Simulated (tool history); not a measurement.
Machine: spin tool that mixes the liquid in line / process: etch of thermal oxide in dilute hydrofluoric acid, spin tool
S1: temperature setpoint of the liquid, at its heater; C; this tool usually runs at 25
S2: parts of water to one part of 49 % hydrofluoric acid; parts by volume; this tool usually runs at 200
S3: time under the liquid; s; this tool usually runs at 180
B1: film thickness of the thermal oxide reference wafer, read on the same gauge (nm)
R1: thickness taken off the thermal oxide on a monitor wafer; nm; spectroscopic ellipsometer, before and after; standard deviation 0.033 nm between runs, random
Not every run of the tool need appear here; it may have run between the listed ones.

Run 1, hour 0: usual settings but S2 120 parts by volume; B1 89.998. Result: R1 6.745 nm.
Run 2, hour 16.9: usual settings but S2 120 parts by volume; B1 89.999. Result: R1 6.769 nm.
Run 3, hour 34.2: usual settings but S1 23.5 C; B1 90.021. Result: R1 3.476 nm.
Run 4, hour 49: usual settings; B1 90.007. Result: R1 3.665 nm.
Run 5, hour 62.3: usual settings but S1 27.5 C; B1 90.001. Result: R1 4.027 nm.
Run 6, hour 76: usual settings; B1 90.025. Result: R1 3.639 nm.
Run 7, hour 92.7: usual settings; B1 89.988. Result: R1 3.636 nm.
Run 8, hour 109.3: usual settings; B1 90.015. Result: R1 3.645 nm.
Run 9, hour 124.5: usual settings; B1 90. Result: R1 3.895 nm.
Run 10, hour 135.4: usual settings; B1 89.997. Result: R1 3.916 nm.
Run 11, hour 146: usual settings; B1 89.994. Result: R1 3.85 nm.
Run 12, hour 153.6: usual settings but S2 170 parts by volume; B1 89.972. Result: R1 4.705 nm.
Run 13, hour 162.5: usual settings but S2 170 parts by volume; B1 90.004. Result: R1 4.732 nm.
Run 14, hour 177.8: usual settings but S1 22.5 C, S3 155 s; B1 89.994. Result: R1 3.023 nm.
Run 15, hour 185.4: usual settings; B1 90.001. Result: R1 3.908 nm.
Run 16, hour 194.6: usual settings; B1 90.011. Result: R1 3.884 nm.
Run 17, hour 210.7: usual settings; B1 90.022. Result: R1 3.882 nm.
Run 18, hour 221.2: usual settings but S2 120 parts by volume; B1 90.018. Result: R1 6.985 nm.
Run 19, hour 235.2: usual settings but S2 250 parts by volume; B1 89.993. Result: R1 2.94 nm.
Run 20, hour 250: usual settings but S1 21 C, S3 245 s; B1 89.977. Result: R1 4.504 nm.
Run 21, hour 258.1: usual settings; B1 89.987. Result: R1 3.818 nm.
Run 22, hour 273.6: usual settings but S1 23.5 C, S3 250 s; B1 90.006. Result: R1 5.085 nm.
Run 23, hour 285.4: usual settings but S1 28 C; B1 89.989. Result: R1 4.321 nm.
Run 24, hour 301.6: usual settings but S1 23.5 C, S3 285 s; B1 89.981. Result: R1 5.764 nm.
Run 25, hour 310.8: usual settings but S1 22 C, S2 115 parts by volume; B1 90.004. Result: R1 6.496 nm.
Run 26, hour 317.2: usual settings but S2 135 parts by volume, S3 245 s; B1 90.014. Result: R1 8.214 nm.
Run 27, hour 326.5: usual settings but S1 20 C; B1 90.008. Result: R1 3.119 nm.
Run 28, hour 342.3: usual settings but S2 290 parts by volume; B1 89.987. Result: R1 2.381 nm.
Run 29, hour 356.7: usual settings but S1 21.5 C; B1 90.004. Result: R1 3.286 nm.
Run 30, hour 372.1: usual settings but S1 21 C, S2 125 parts by volume, S3 255 s; B1 90.011. Result: R1 7.96 nm.
Run 31, hour 386: usual settings; B1 89.995. Result: R1 3.72 nm.
Run 32, hour 402.4: usual settings but S3 245 s; B1 90.016. Result: R1 5.006 nm.
Run 33, hour 414.8: usual settings but S1 28.5 C, S2 275 parts by volume; B1 90.001. Result: R1 2.834 nm.

Not shown here: 4 entries made in the log between runs. Locate each between two listed runs and compare the hidden state at the listed run before it with the hidden state at the listed run after it:
In the gap between runs 5 and 6: gauge calibrated (hour 68.9)
  liquid colder than its thermometer reads (K): 2 -> 2.06
  measured result minus the result with no hidden state, R1: -0.3 -> -0.288 nm
In the gap between runs 8 and 9: thermometer replaced (hour 117.3)
  liquid colder than its thermometer reads (K): 2.2 -> 0.332
  measured result minus the result with no hidden state, R1: -0.309 -> -0.047 nm
In the gap between runs 13 and 14: hydrofluoric acid flow meter replaced (hour 168.3)
  liquid colder than its thermometer reads (K): 0.493 -> 0.557
  measured result minus the result with no hidden state, R1: -0.087 -> -0.064 nm
In the gap between runs 26 and 27: gauge calibrated (hour 323.2)
  liquid colder than its thermometer reads (K): 1.15 -> 1.19
  measured result minus the result with no hidden state, R1: -0.371 -> -0.147 nm
